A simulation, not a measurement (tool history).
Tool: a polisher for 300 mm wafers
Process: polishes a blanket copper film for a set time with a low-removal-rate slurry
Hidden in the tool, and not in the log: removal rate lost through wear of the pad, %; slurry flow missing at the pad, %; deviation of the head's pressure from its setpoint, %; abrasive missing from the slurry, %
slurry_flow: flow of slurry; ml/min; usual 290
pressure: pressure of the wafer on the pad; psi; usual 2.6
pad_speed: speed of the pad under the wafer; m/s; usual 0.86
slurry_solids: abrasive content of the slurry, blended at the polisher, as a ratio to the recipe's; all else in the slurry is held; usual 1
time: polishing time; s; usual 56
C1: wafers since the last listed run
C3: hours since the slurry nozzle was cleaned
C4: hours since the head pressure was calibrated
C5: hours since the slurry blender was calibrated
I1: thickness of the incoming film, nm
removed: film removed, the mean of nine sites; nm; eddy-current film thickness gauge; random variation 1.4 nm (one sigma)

Run 1, hour 0: usual settings; C1 0; wafers polished on this pad 752; C3 223.9; C4 328.5; C5 28.3; I1 1131. Result: removed 111.6 nm.
At hour 54.1: worn pad replaced by a new one.
Run 2, hour 73.2: usual settings but slurry_flow 220 ml/min; C1 763; wafers polished on this pad 210; C3 297.1; C4 401.7; C5 101.5; I1 1101.9. Result: removed 106.2 nm.
Run 3, hour 102: usual settings but slurry_flow 220 ml/min; C1 317; wafers polished on this pad 527; C3 325.9; C4 430.5; C5 130.3; I1 1116.7. Result: removed 106.5 nm.
Run 4, hour 121.9: usual settings but time 44 s; C1 219; wafers polished on this pad 747; C3 345.8; C4 450.4; C5 150.2; I1 1132.5. Result: removed 86.7 nm.
Run 5, hour 172.2: usual settings but time 44 s; C1 554; wafers polished on this pad 1302; C3 396.1; C4 500.7; C5 200.5; I1 1108.9. Result: removed 82.3 nm.
Run 6, hour 186.1: usual settings but time 44 s; C1 153; wafers polished on this pad 1455; C3 410; C4 514.6; C5 214.4; I1 1113.1. Result: removed 80.5 nm.
At hour 192.8: slurry blender recalibrated.
At hour 201.6: worn pad replaced by a new one.
Run 7, hour 214.9: usual settings but time 68 s; C1 251; wafers polished on this pad 146; C3 438.8; C4 543.4; C5 22.1; I1 1110. Result: removed 137.4 nm.
At hour 222: slurry nozzle cleaned.
Run 8, hour 231.9: usual settings; C1 176; wafers polished on this pad 323; C3 9.9; C4 560.4; C5 39.1; I1 1129.3. Result: removed 114 nm.
Run 9, hour 253.1: usual settings; C1 233; wafers polished on this pad 556; C3 31.1; C4 581.6; C5 60.3; I1 1110.8. Result: removed 114.3 nm.
Run 10, hour 273.8: usual settings; C1 228; wafers polished on this pad 785; C3 51.8; C4 602.3; C5 81; I1 1117.7. Result: removed 111.6 nm.
Run 11, hour 291.1: usual settings; C1 190; wafers polished on this pad 975; C3 69.1; C4 619.6; C5 98.3; I1 1129. Result: removed 111.2 nm.
Run 12, hour 314.3: usual settings; C1 255; wafers polished on this pad 1231; C3 92.3; C4 642.8; C5 121.5; I1 1141.6. Result: removed 110.6 nm.
At hour 335.5: head pressure recalibrated.
At hour 336.4: worn pad replaced by a new one.
Run 13, hour 336.9: usual settings but pressure 3.5 psi, time 67 s; C1 217; wafers polished on this pad 5; C3 114.9; C4 1.4; C5 144.1; I1 1122.2. Result: removed 160.3 nm.
Run 14, hour 369.4: usual settings but pressure 2.2 psi, pad_speed 1.04 m/s, slurry_solids 0.9, time 44 s; C1 358; wafers polished on this pad 364; C3 147.4; C4 33.9; C5 176.6; I1 1111.7. Result: removed 88.9 nm.
Run 15, hour 402.2: usual settings but slurry_solids 1.3; C1 361; wafers polished on this pad 725; C3 180.2; C4 66.7; C5 209.4; I1 1127. Result: removed 110.1 nm.
Run 16, hour 414.7: usual settings but slurry_flow 230 ml/min, pressure 3.5 psi, pad_speed 0.74 m/s, time 37 s; C1 137; wafers polished on this pad 863; C3 192.7; C4 79.2; C5 221.9; I1 1136.8. Result: removed 70 nm.
At hour 426.3: slurry blender recalibrated.
At hour 465.6: worn pad replaced by a new one.
Run 17, hour 496.4: usual settings but pressure 3 psi, pad_speed 0.74 m/s, time 44 s; C1 834; wafers polished on this pad 339; C3 274.4; C4 160.9; C5 70.1; I1 1109.1. Result: removed 83.5 nm.
Run 18, hour 529.9: usual settings but slurry_flow 355 ml/min, pad_speed 1.06 m/s, time 68 s; C1 369; wafers polished on this pad 708; C3 307.9; C4 194.4; C5 103.6; I1 1099.9. Result: removed 172.2 nm.
Run 19, hour 557.1: usual settings but pressure 2 psi, slurry_solids 0.75; C1 299; wafers polished on this pad 1008; C3 335.1; C4 221.6; C5 130.8; I1 1131.1. Result: removed 86.4 nm.
Run 20, hour 584.2: usual settings; C1 298; wafers polished on this pad 1307; C3 362.2; C4 248.7; C5 157.9; I1 1110.1. Result: removed 107.8 nm.
Run 21, hour 600.8: usual settings but slurry_solids 0.75; C1 183; wafers polished on this pad 1490; C3 378.8; C4 265.3; C5 174.5; I1 1123.1. Result: removed 102.3 nm.
At hour 619.2: worn pad replaced by a new one.
At hour 630.9: slurry blender recalibrated.
Run 22, hour 633.6: usual settings but slurry_flow 205 ml/min; C1 295; wafers polished on this pad 136; C3 411.6; C4 298.1; C5 2.7; I1 1120.6. Result: removed 109.1 nm.
Run 23, hour 650.6: usual settings but slurry_flow 320 ml/min, pad_speed 0.72 m/s, slurry_solids 1.3, time 41 s; C1 187; wafers polished on this pad 324; C3 428.6; C4 315.1; C5 19.7; I1 1122.9. Result: removed 74 nm.
Run 24, hour 667.9: usual settings; C1 190; wafers polished on this pad 514; C3 445.9; C4 332.4; C5 37; I1 1097.7. Result: removed 114.6 nm.

5 ways to go on from here, each from the tool as it stands after run 24. What would each give?
Run A, hour 668.3: usual settings; C1 4; wafers polished on this pad 519; C3 446.3; C4 332.8; C5 37.4; I1 1132.8. Result: removed ?.
Run B, hour 668.3: usual settings but slurry_flow 190 ml/min, time 42 s; C1 4; wafers polished on this pad 519; C3 446.3; C4 332.8; C5 37.4; I1 1132.8. Result: removed ?.
Run C, hour 668.3: usual settings but slurry_flow 200 ml/min, pad_speed 0.66 m/s; C1 4; wafers polished on this pad 519; C3 446.3; C4 332.8; C5 37.4; I1 1132.8. Result: removed ?.
Run D, hour 668.3: usual settings but slurry_flow 385 ml/min, pad_speed 0.56 m/s, slurry_solids 0.75; C1 4; wafers polished on this pad 519; C3 446.3; C4 332.8; C5 37.4; I1 1132.8. Result: removed ?.
Run E, hour 668.3: usual settings but slurry_flow 230 ml/min, pressure 2.1 psi, pad_speed 1.1 m/s; C1 4; wafers polished on this pad 519; C3 446.3; C4 332.8; C5 37.4; I1 1132.8. Result: removed ?.

run  removed
  A    114.2
  B       81
  C     83.6
  D     71.8
  E    123.6
Without the tool's hidden state the same runs would have given:
run  removed
  A    114.5
  B     81.2
  C     83.8
  D     71.9
  E    123.9
